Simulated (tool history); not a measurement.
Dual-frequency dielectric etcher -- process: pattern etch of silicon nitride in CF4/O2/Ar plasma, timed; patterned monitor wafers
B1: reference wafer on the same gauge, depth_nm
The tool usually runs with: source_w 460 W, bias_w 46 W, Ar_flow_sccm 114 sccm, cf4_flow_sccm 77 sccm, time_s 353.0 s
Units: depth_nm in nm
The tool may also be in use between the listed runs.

Run 1, hour 0.0: usual settings but cf4_flow_sccm 82 sccm; B1 447.0. Result: depth_nm 538.1 nm.
Run 2, hour 18.6: usual settings but cf4_flow_sccm 82 sccm; B1 446.9. Result: depth_nm 537.8 nm.
Run 3, hour 27.9: usual settings; B1 446.8. Result: depth_nm 532.0 nm.
At hour 59.1: source power generator calibrated.
Run 4, hour 74.7: usual settings but source_w 390 W, cf4_flow_sccm 94 sccm; B1 447.2. Result: depth_nm 459.4 nm.
At hour 81.7: Ar flow controller replaced.
At hour 92.8: CF4 flow controller replaced.
Run 5, hour 113.8: usual settings but source_w 560 W, bias_w 34 W; B1 447.1. Result: depth_nm 546.8 nm.
At hour 122.5: bias power generator calibrated.
Run 6, hour 123.6: usual settings; B1 447.0. Result: depth_nm 514.0 nm.
Run 7, hour 141.2: usual settings; B1 447.4. Result: depth_nm 515.2 nm.
Run 8, hour 151.8: usual settings but source_w 400 W, bias_w 35 W; B1 447.0. Result: depth_nm 414.2 nm.
Run 9, hour 164.6: usual settings; B1 447.0. Result: depth_nm 515.9 nm.
Run 10, hour 179.3: usual settings but source_w 430 W, bias_w 51 W, Ar_flow_sccm 138 sccm, time_s 443.0 s; B1 447.0. Result: depth_nm 615.8 nm.
Run 11, hour 186.4: usual settings but source_w 390 W, time_s 422.5 s; B1 446.8. Result: depth_nm 537.4 nm.
At hour 192.8: gauge calibrated.
Run 12, hour 194.2: usual settings; B1 447.2. Result: depth_nm 515.3 nm.
Run 13, hour 208.3: usual settings but Ar_flow_sccm 133 sccm; B1 446.6. Result: depth_nm 501.6 nm.
Run 14, hour 215.5: usual settings but source_w 500 W, bias_w 53 W; B1 446.8. Result: depth_nm 583.7 nm.
Run 15, hour 227.8: usual settings but bias_w 53 W, Ar_flow_sccm 93 sccm, cf4_flow_sccm 93 sccm, time_s 418.0 s; B1 447.2. Result: depth_nm 682.3 nm.
Run 16, hour 242.1: usual settings but bias_w 54 W, time_s 267.0 s; B1 446.8. Result: depth_nm 413.6 nm.
Run 17, hour 255.8: usual settings but source_w 520 W, Ar_flow_sccm 91 sccm, time_s 456.5 s; B1 447.0. Result: depth_nm 770.3 nm.
Run 18, hour 261.8: usual settings; B1 446.9. Result: depth_nm 516.3 nm.

Run 19 is up next; what results do you expect?
Run 19, hour 268.5: usual settings; B1 ?. Result: depth_nm ?.

Run 19 gave B1 447.0, depth_nm 515.1 nm.
If the tool had no hidden condition, the same run with the same run-to-run variation would have returned depth_nm 514.1 nm.
